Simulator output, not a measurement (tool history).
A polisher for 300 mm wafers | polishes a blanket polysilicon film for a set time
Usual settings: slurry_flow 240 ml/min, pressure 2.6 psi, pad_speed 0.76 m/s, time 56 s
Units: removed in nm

run,hour,slurry_flow,pressure,pad_speed,time,"incoming thickness of the incoming film, nm",removed
1,0.0,240,2.6,0.76,56,1288.4,245.4
2,12.4,240,2.6,0.76,56,1319.4,241.1
3,23.5,240,2.6,0.76,56,1293.9,236.4
4,36.3,240,2.6,0.76,56,1276.9,242.3
5,45.6,240,2.6,0.76,56,1279.3,235.7
6,59.0,240,2.6,0.76,56,1296.7,241.9
7,68.2,240,2.6,0.76,56,1318.8,242.4
8,122.1,240,2.6,0.76,56,1304.1,241.4
9,128.8,240,2.3,0.76,56,1302.0,211.8
10,142.8,240,2.3,0.76,56,1311.2,213.9
11,155.7,240,2.3,0.76,56,1321.1,208.4
12,163.5,260,2.6,0.76,56,1274.2,237.9
13,179.1,260,2.6,0.76,56,1282.7,264.7
14,186.2,240,2.6,0.76,56,1301.7,258.0
15,197.0,240,2.6,0.76,56,1309.9,259.0
16,210.2,240,2.6,0.76,56,1328.9,258.7
17,222.8,205,2.6,0.76,56,1306.2,245.3
18,240.1,215,1.8,0.76,56,1314.8,171.9
19,247.6,240,2.6,0.76,56,1315.6,251.9
20,261.7,240,3.1,0.76,74,1314.5,395.5
21,273.3,215,3.2,0.76,56,1311.9,306.4
22,291.3,240,2.6,0.76,56,1321.8,254.1
23,297.7,240,3.0,0.76,56,1288.5,286.4
24,315.7,325,2.6,0.98,44,1297.9,259.6
25,321.7,240,3.4,0.90,64,1309.0,432.5
26,336.5,325,3.1,0.58,56,1307.1,253.4
27,343.2,185,1.9,0.76,38,1287.2,118.1
28,355.7,240,2.6,0.50,56,1298.4,173.4
29,364.0,240,3.4,0.86,56,1290.0,350.9
30,381.0,290,2.6,0.76,56,1299.6,251.7
31,389.6,240,2.6,0.76,56,1298.5,241.9
32,403.7,165,2.6,0.76,62,1327.4,244.3

Taken out of this log: 8 entries between the listed runs. Where each belongs, and how the hidden state differs across it:
Between runs 1 and 2: worn pad replaced by a new one (hour 5.8)
  slurry flow missing at the pad, %: 39.6 -> 40.2
  measured less the result without the state, removed: -20.5 -> -20.7 nm
Between runs 7 and 8: worn pad replaced by a new one (hour 82.5)
  slurry flow missing at the pad, %: 42.6 -> 44.3
  measured less the result without the state, removed: -23.1 -> -24.8 nm
Between runs 10 and 11: worn pad replaced by a new one (hour 150.7)
  slurry flow missing at the pad, %: 44.8 -> 45
  measured less the result without the state, removed: -22.4 -> -22.1 nm
Between runs 12 and 13: slurry nozzle cleaned (hour 167.3)
  slurry flow missing at the pad, %: 45.2 -> 7.81
  measured less the result without the state, removed: -23.4 -> -2.5 nm
Between runs 17 and 18: worn pad replaced by a new one (hour 238.6)
  slurry flow missing at the pad, %: 17.1 -> 20.1
  measured less the result without the state, removed: -7.2 -> -5.9 nm
Between runs 22 and 23: head pressure recalibrated (hour 297.2)
  slurry flow missing at the pad, %: 27.4 -> 28.2
  measured less the result without the state, removed: -11.8 -> -13.9 nm
Between runs 23 and 24: worn pad replaced by a new one (hour 315.2)
  slurry flow missing at the pad, %: 28.2 -> 30.2
  measured less the result without the state, removed: -13.9 -> -10.2 nm
Between runs 31 and 32: worn pad replaced by a new one (hour 403.2)
  slurry flow missing at the pad, %: 36.3 -> 37.2
  measured less the result without the state, removed: -17.4 -> -27.0 nm
